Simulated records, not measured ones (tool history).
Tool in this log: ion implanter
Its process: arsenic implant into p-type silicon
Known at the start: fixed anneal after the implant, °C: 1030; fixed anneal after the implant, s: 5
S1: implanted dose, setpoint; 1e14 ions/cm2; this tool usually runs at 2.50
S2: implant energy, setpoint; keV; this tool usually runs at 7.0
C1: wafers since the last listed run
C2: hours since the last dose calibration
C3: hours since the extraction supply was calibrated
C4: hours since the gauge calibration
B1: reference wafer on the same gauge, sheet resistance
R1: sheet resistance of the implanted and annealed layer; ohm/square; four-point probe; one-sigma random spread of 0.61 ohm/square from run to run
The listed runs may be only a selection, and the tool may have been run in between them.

| run | hour | S1 | S2 | C1 | C2 | C3 | C4 | B1 | R1 |
|---|---|---|---|---|---|---|---|---|---|
| 1 | 0.0 | 2.31 | 9.0 | 0 | 488.7 | 2982.5 | 119.7 | 448.09 | 405.83 |
|  | 12.0 | gauge calibrated |
| 2 | 15.0 | 2.50 | 8.0 | 263 | 503.7 | 2997.5 | 3.0 | 447.92 | 387.04 |
| 3 | 29.7 | 2.50 | 8.0 | 257 | 518.4 | 3012.2 | 17.7 | 448.14 | 387.14 |
| 4 | 39.1 | 2.50 | 8.0 | 164 | 527.8 | 3021.6 | 27.1 | 447.94 | 387.90 |
| 5 | 47.5 | 2.50 | 7.0 | 147 | 536.2 | 3030.0 | 35.5 | 448.00 | 392.58 |
| 6 | 54.1 | 2.99 | 7.0 | 115 | 542.8 | 3036.6 | 42.1 | 447.97 | 343.25 |
| 7 | 66.2 | 2.50 | 7.0 | 212 | 554.9 | 3048.7 | 54.2 | 447.97 | 391.44 |
|  | 80.6 | Faraday cup replaced and dose calibrated |
| 8 | 81.1 | 2.50 | 7.0 | 121 | 0.5 | 3063.6 | 69.1 | 447.81 | 406.30 |
| 9 | 90.4 | 1.86 | 6.5 | 163 | 9.8 | 3072.9 | 78.4 | 448.17 | 511.13 |
| 10 | 102.2 | 3.04 | 5.5 | 206 | 21.6 | 3084.7 | 90.2 | 448.12 | 359.48 |
| 11 | 118.5 | 3.09 | 5.0 | 285 | 37.9 | 3101.0 | 106.5 | 447.96 | 359.69 |
| 12 | 128.3 | 2.50 | 7.0 | 171 | 47.7 | 3110.8 | 116.3 | 447.88 | 405.51 |
|  | 137.1 | gauge calibrated |
|  | 141.6 | extraction supply calibrated |
| 13 | 142.1 | 2.69 | 9.5 | 101 | 61.5 | 0.5 | 5.0 | 448.01 | 369.10 |
| 14 | 152.8 | 1.86 | 6.5 | 187 | 72.2 | 11.2 | 15.7 | 448.09 | 509.61 |
| 15 | 160.8 | 1.83 | 6.0 | 140 | 80.2 | 19.2 | 23.7 | 447.87 | 521.17 |
| 16 | 174.9 | 2.05 | 9.0 | 247 | 94.3 | 33.3 | 37.8 | 448.10 | 455.23 |
| 17 | 182.3 | 2.78 | 8.0 | 129 | 101.7 | 40.7 | 45.2 | 447.96 | 366.88 |

Forecast each of these 5 alternatives for the next run:
| A | 182.7 | 2.50 | 7.0 | 7 | 102.1 | 41.1 | 45.6 | ? | ? |
| B | 182.7 | 3.21 | 7.0 | 7 | 102.1 | 41.1 | 45.6 | ? | ? |
| C | 182.7 | 2.23 | 7.0 | 7 | 102.1 | 41.1 | 45.6 | ? | ? |
| D | 182.7 | 2.50 | 8.5 | 7 | 102.1 | 41.1 | 45.6 | ? | ? |
| E | 182.7 | 2.82 | 7.0 | 7 | 102.1 | 41.1 | 45.6 | ? | ? |

| run | B1 | R1 |
|---|---|---|
| A | 448.05 | 403.52 |
| B | 448.05 | 334.91 |
| C | 448.05 | 439.92 |
| D | 448.05 | 394.64 |
| E | 448.05 | 368.67 |
Take away the tool's hidden state, keep each run's random variation, and the runs would have read:
| run | R1 |
|---|---|
| A | 406.80 |
| B | 337.58 |
| C | 443.52 |
| D | 397.85 |
| E | 371.65 |

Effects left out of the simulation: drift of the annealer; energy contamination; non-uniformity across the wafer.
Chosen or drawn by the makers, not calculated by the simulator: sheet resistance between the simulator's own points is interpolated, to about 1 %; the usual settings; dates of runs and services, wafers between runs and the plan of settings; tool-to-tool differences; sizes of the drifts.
